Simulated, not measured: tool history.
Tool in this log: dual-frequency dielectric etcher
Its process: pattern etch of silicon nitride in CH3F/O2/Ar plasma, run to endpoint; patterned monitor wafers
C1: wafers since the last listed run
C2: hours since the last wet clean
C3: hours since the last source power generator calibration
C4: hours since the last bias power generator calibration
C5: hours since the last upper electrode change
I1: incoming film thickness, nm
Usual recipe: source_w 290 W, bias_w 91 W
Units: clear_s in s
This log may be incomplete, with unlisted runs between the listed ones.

{"run": 1, "day": 0.0, "source_w": 330, "bias_w": 91, "C1": 0, "C2": 375.2, "C3": 2973.0, "C4": 2431.9, "C5": 2104.9, "I1": 56.9, "clear_s": 77.8}
{"day": 0.954, "done": "wet clean of the chamber"}
{"run": 2, "day": 1.096, "source_w": 330, "bias_w": 91, "C1": 51, "C2": 3.4, "C3": 2999.3, "C4": 2458.2, "C5": 2131.2, "I1": 57.2, "clear_s": 80.1}
{"run": 3, "day": 5.021, "source_w": 330, "bias_w": 91, "C1": 1410, "C2": 97.6, "C3": 3093.5, "C4": 2552.4, "C5": 2225.4, "I1": 57.0, "clear_s": 78.9}
{"run": 4, "day": 7.583, "source_w": 290, "bias_w": 91, "C1": 921, "C2": 159.1, "C3": 3155.0, "C4": 2613.9, "C5": 2286.9, "I1": 56.2, "clear_s": 81.3}
{"run": 5, "day": 8.675, "source_w": 290, "bias_w": 91, "C1": 392, "C2": 185.3, "C3": 3181.2, "C4": 2640.1, "C5": 2313.1, "I1": 56.5, "clear_s": 81.2}
{"day": 9.129, "done": "source power generator calibrated"}
{"run": 6, "day": 10.246, "source_w": 290, "bias_w": 91, "C1": 504, "C2": 223.0, "C3": 26.8, "C4": 2677.8, "C5": 2350.8, "I1": 56.9, "clear_s": 81.3}
{"run": 7, "day": 11.896, "source_w": 290, "bias_w": 91, "C1": 593, "C2": 262.6, "C3": 66.4, "C4": 2717.4, "C5": 2390.4, "I1": 56.7, "clear_s": 81.0}
{"run": 8, "day": 13.554, "source_w": 350, "bias_w": 91, "C1": 596, "C2": 302.4, "C3": 106.2, "C4": 2757.2, "C5": 2430.2, "I1": 56.4, "clear_s": 75.8}
{"day": 16.717, "done": "bias power generator calibrated"}
{"day": 17.075, "done": "wet clean of the chamber"}
{"run": 9, "day": 17.096, "source_w": 230, "bias_w": 81, "C1": 1084, "C2": 0.5, "C3": 191.2, "C4": 9.1, "C5": 2515.2, "I1": 57.2, "clear_s": 92.1}
{"day": 18.158, "done": "upper electrode replaced"}
{"run": 10, "day": 19.258, "source_w": 340, "bias_w": 69, "C1": 417, "C2": 52.4, "C3": 243.1, "C4": 61.0, "C5": 26.4, "I1": 57.0, "clear_s": 85.0}
{"run": 11, "day": 20.329, "source_w": 290, "bias_w": 81, "C1": 384, "C2": 78.1, "C3": 268.8, "C4": 86.7, "C5": 52.1, "I1": 56.8, "clear_s": 85.6}
{"run": 12, "day": 21.421, "source_w": 290, "bias_w": 91, "C1": 392, "C2": 104.3, "C3": 295.0, "C4": 112.9, "C5": 78.3, "I1": 56.7, "clear_s": 82.3}
{"run": 13, "day": 22.542, "source_w": 220, "bias_w": 98, "C1": 402, "C2": 131.2, "C3": 321.9, "C4": 139.8, "C5": 105.2, "I1": 56.5, "clear_s": 86.9}
{"run": 14, "day": 23.562, "source_w": 330, "bias_w": 104, "C1": 366, "C2": 155.7, "C3": 346.4, "C4": 164.3, "C5": 129.7, "I1": 56.4, "clear_s": 74.9}
{"run": 15, "day": 27.25, "source_w": 340, "bias_w": 69, "C1": 1325, "C2": 244.2, "C3": 434.9, "C4": 252.8, "C5": 218.2, "I1": 57.0, "clear_s": 83.9}

List, for all runs, the conditions of the tool that the log does not record:
source power that arrives over what is set, %: 0 in every run
bias power that arrives over what is set, %: 0 in every run
H1: etch rate over this chamber's usual, %
run=1 H1=2.32
run=2 H1=0.359
run=3 H1=1.01
run=4 H1=1.43
run=5 H1=1.61
run=6 H1=1.87
run=7 H1=2.15
run=8 H1=2.42
run=9 H1=0.175
run=10 H1=0.532
run=11 H1=0.709
run=12 H1=0.89
run=13 H1=1.08
run=14 H1=1.24
run=15 H1=1.85
